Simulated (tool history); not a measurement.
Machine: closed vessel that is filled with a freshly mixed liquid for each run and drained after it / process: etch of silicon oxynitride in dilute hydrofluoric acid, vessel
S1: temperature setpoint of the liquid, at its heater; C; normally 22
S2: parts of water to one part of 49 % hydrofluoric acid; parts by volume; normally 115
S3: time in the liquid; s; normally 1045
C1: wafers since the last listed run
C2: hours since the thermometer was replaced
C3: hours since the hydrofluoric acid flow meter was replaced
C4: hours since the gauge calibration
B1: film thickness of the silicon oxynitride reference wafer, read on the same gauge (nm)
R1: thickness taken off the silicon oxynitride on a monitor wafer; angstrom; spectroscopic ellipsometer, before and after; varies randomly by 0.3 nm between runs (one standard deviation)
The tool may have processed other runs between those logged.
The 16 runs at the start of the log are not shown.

run 17 hour=1139.2 | S1=26 S2=60 S3=1285 | C1=1236 C2=2387.2 C3=498.4 C4=2894.7 | B1=150 | R1=1125.9
run 18 hour=1194.5 | S1=22 S2=115 S3=680 | C1=2104 C2=2442.5 C3=553.7 C4=2950 | B1=150 | R1=245.2
-- hour=1219.5 gauge calibrated
run 19 hour=1247.6 | S1=23.5 S2=150 S3=1315 | C1=2020 C2=2495.6 C3=606.8 C4=28.1 | B1=149.99 | R1=380.8
run 20 hour=1307 | S1=22 S2=115 S3=1045 | C1=2260 C2=2555 C3=666.2 C4=87.5 | B1=150.02 | R1=377.4
run 21 hour=1369 | S1=22 S2=160 S3=1045 | C1=2359 C2=2617 C3=728.2 C4=149.5 | B1=150.01 | R1=264.4
run 22 hour=1416.9 | S1=19 S2=160 S3=725 | C1=1822 C2=2664.9 C3=776.1 C4=197.4 | B1=150 | R1=161.7
run 23 hour=1441.6 | S1=26 S2=130 S3=1045 | C1=939 C2=2689.6 C3=800.8 C4=222.1 | B1=150.01 | R1=395.5
-- hour=1498.1 hydrofluoric acid flow meter replaced
run 24 hour=1505.4 | S1=22 S2=115 S3=1540 | C1=2389 C2=2753.4 C3=7.3 C4=285.9 | B1=149.99 | R1=564.1
run 25 hour=1532.8 | S1=22 S2=115 S3=1045 | C1=1042 C2=2780.8 C3=34.7 C4=313.3 | B1=150 | R1=380.3
-- hour=1560.5 thermometer replaced
run 26 hour=1735.1 | S1=22 S2=115 S3=1045 | C1=7660 C2=174.6 C3=237 C4=515.6 | B1=149.99 | R1=363.1
run 27 hour=1759.8 | S1=17 S2=60 S3=505 | C1=939 C2=199.3 C3=261.7 C4=540.3 | B1=150.01 | R1=272.9
run 28 hour=1871.9 | S1=22 S2=115 S3=1280 | C1=4266 C2=311.4 C3=373.8 C4=652.4 | B1=150.01 | R1=439.1
run 29 hour=1930.7 | S1=20.5 S2=130 S3=1585 | C1=2237 C2=370.2 C3=432.6 C4=711.2 | B1=150.02 | R1=449.2
run 30 hour=1981 | S1=26 S2=115 S3=470 | C1=1914 C2=420.5 C3=482.9 C4=761.5 | B1=150.01 | R1=197.9
run 31 hour=2040.4 | S1=20.5 S2=150 S3=1345 | C1=2260 C2=479.9 C3=542.3 C4=820.9 | B1=150.01 | R1=325.6
run 32 hour=2125.4 | S1=22 S2=115 S3=1045 | C1=3234 C2=564.9 C3=627.3 C4=905.9 | B1=150.02 | R1=361.1

What if the next run were any one of these 5? Each begins from the tool's condition after run 32:
run A hour=2126.3 | S1=22 S2=115 S3=1045 | C1=34 C2=565.8 C3=628.2 C4=906.8 | B1=? | R1=?
run B hour=2126.3 | S1=20 S2=95 S3=1045 | C1=34 C2=565.8 C3=628.2 C4=906.8 | B1=? | R1=?
run C hour=2126.3 | S1=22 S2=135 S3=1410 | C1=34 C2=565.8 C3=628.2 C4=906.8 | B1=? | R1=?
run D hour=2126.3 | S1=19 S2=90 S3=1540 | C1=34 C2=565.8 C3=628.2 C4=906.8 | B1=? | R1=?
run E hour=2126.3 | S1=23.5 S2=135 S3=1045 | C1=34 C2=565.8 C3=628.2 C4=906.8 | B1=? | R1=?

run=A B1=150.01 R1=360.5
run=B B1=150.01 R1=402.3
run=C B1=150.01 R1=408.1
run=D B1=150.01 R1=597.9
run=E B1=150.01 R1=324.4
Had the tool no hidden state, the same runs would have come out as:
run=A R1=355.9
run=B R1=397
run=C R1=403
run=D R1=590
run=E R1=320.4
